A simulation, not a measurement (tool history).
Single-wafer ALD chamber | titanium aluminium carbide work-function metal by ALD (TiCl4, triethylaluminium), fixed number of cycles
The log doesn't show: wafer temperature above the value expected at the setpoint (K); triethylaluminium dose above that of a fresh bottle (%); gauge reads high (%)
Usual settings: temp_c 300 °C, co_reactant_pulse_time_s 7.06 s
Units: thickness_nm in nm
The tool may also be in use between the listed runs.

run    hour  temp_c  co_reactant_pulse_time_s  wafers since the last listed run  hours since the last thermocouple change  hours since the last triethylaluminium bottle change  hours since the showerhead was replaced  hours since the gauge calibration  read-back reference wafer on the same gauge, thickness_nm  thickness_nm
  1     0.0     292                      8.76                                 0                                    1244.0                                                 417.5                                   6206.1                              278.5                                                      1.372         1.713
  2    29.5     300                      7.88                               561                                    1273.5                                                 447.0                                   6235.6                              308.0                                                      1.368         1.732
  3    83.5     300                      6.24                              1026                                    1327.5                                                 501.0                                   6289.6                              362.0                                                      1.369         1.625
  4   132.4     300                      6.24                               930                                    1376.4                                                 549.9                                   6338.5                              410.9                                                      1.370         1.624
  5   190.4     300                      6.24                              1103                                    1434.4                                                 607.9                                   6396.5                              468.9                                                      1.369         1.615
  6   262.0     300                      7.06                              1361                                    1506.0                                                 679.5                                   6468.1                              540.5                                                      1.372         1.663
  7   300.5     300                      7.06                               732                                    1544.5                                                 718.0                                   6506.6                              579.0                                                      1.371         1.645
  8   341.7     300                      7.06                               783                                    1585.7                                                 759.2                                   6547.8                              620.2                                                      1.370         1.656
      468.2  -- triethylaluminium bottle replaced
  9   535.1     300                      7.70                              3526                                    1779.1                                                  66.9                                   6741.2                              813.6                                                      1.370         1.725
      580.7  -- thermocouple changed; heater temperature recalibrated
      581.4  -- showerhead replaced, of another model than before
 10   595.1     307                      8.90                               975                                      14.4                                                 126.9                                     13.7                              873.6                                                      1.370         1.815
 11   629.7     307                      8.90                               658                                      49.0                                                 161.5                                     48.3                              908.2                                                      1.370         1.804
 12   674.0     307                      8.90                               842                                      93.3                                                 205.8                                     92.6                              952.5                                                      1.367         1.812
 13   743.1     300                      7.06                              1314                                     162.4                                                 274.9                                    161.7                             1021.6                                                      1.372         1.701
      754.5  -- gauge calibrated
 14   775.4     296                      7.06                               614                                     194.7                                                 307.2                                    194.0                               20.9                                                      1.369         1.670
 15   845.9     307                      8.78                              1340                                     265.2                                                 377.7                                    264.5                               91.4                                                      1.368         1.781
 16   895.2     300                      7.06                               937                                     314.5                                                 427.0                                    313.8                              140.7                                                      1.370         1.692
 17   964.6     286                      7.06                              1319                                     383.9                                                 496.4                                    383.2                              210.1                                                      1.371         1.597
 18   996.4     300                      7.06                               604                                     415.7                                                 528.2                                    415.0                              241.9                                                      1.370         1.696
 19  1161.9     290                      8.74                              3147                                     581.2                                                 693.7                                    580.5                              407.4                                                      1.370         1.666
 20  1231.7     306                      8.86                              1327                                     651.0                                                 763.5                                    650.3                              477.2                                                      1.366         1.781
 21  1258.9     286                      5.74                               517                                     678.2                                                 790.7                                    677.5                              504.4                                                      1.372         1.515
     1276.3  -- triethylaluminium bottle replaced
 22  1298.9     300                      7.06                               608                                     718.2                                                  22.6                                    717.5                              544.4                                                      1.371         1.707
 23  1334.9     306                      9.02                               684                                     754.2                                                  58.6                                    753.5                              580.4                                                      1.370         1.820
 24  1362.7     300                      8.40                               528                                     782.0                                                  86.4                                    781.3                              608.2                                                      1.369         1.747
 25  1421.9     300                      7.06                              1125                                     841.2                                                 145.6                                    840.5                              667.4                                                      1.371         1.706
 26  1483.7     300                      8.19                              1175                                     903.0                                                 207.4                                    902.3                              729.2                                                      1.371         1.747

Forecast each of these 5 alternatives for the next run:
  A  1484.1     300                      8.29                                 7                                     903.4                                                 207.8                                    902.7                              729.6                                                          ?             ?
  B  1484.1     304                      5.72                                 7                                     903.4                                                 207.8                                    902.7                              729.6                                                          ?             ?
  C  1484.1     300                      5.18                                 7                                     903.4                                                 207.8                                    902.7                              729.6                                                          ?             ?
  D  1484.1     314                      7.06                                 7                                     903.4                                                 207.8                                    902.7                              729.6                                                          ?             ?
  E  1484.1     287                      5.09                                 7                                     903.4                                                 207.8                                    902.7                              729.6                                                          ?             ?

run  read-back reference wafer on the same gauge, thickness_nm  thickness_nm
  A                                                      1.371         1.725
  B                                                      1.371         1.650
  C                                                      1.371         1.596
  D                                                      1.371         1.775
  E                                                      1.371         1.512
Without the tool's hidden state the same runs would have given:
run  thickness_nm
  A         1.730
  B         1.657
  C         1.603
  D         1.781
  E         1.519
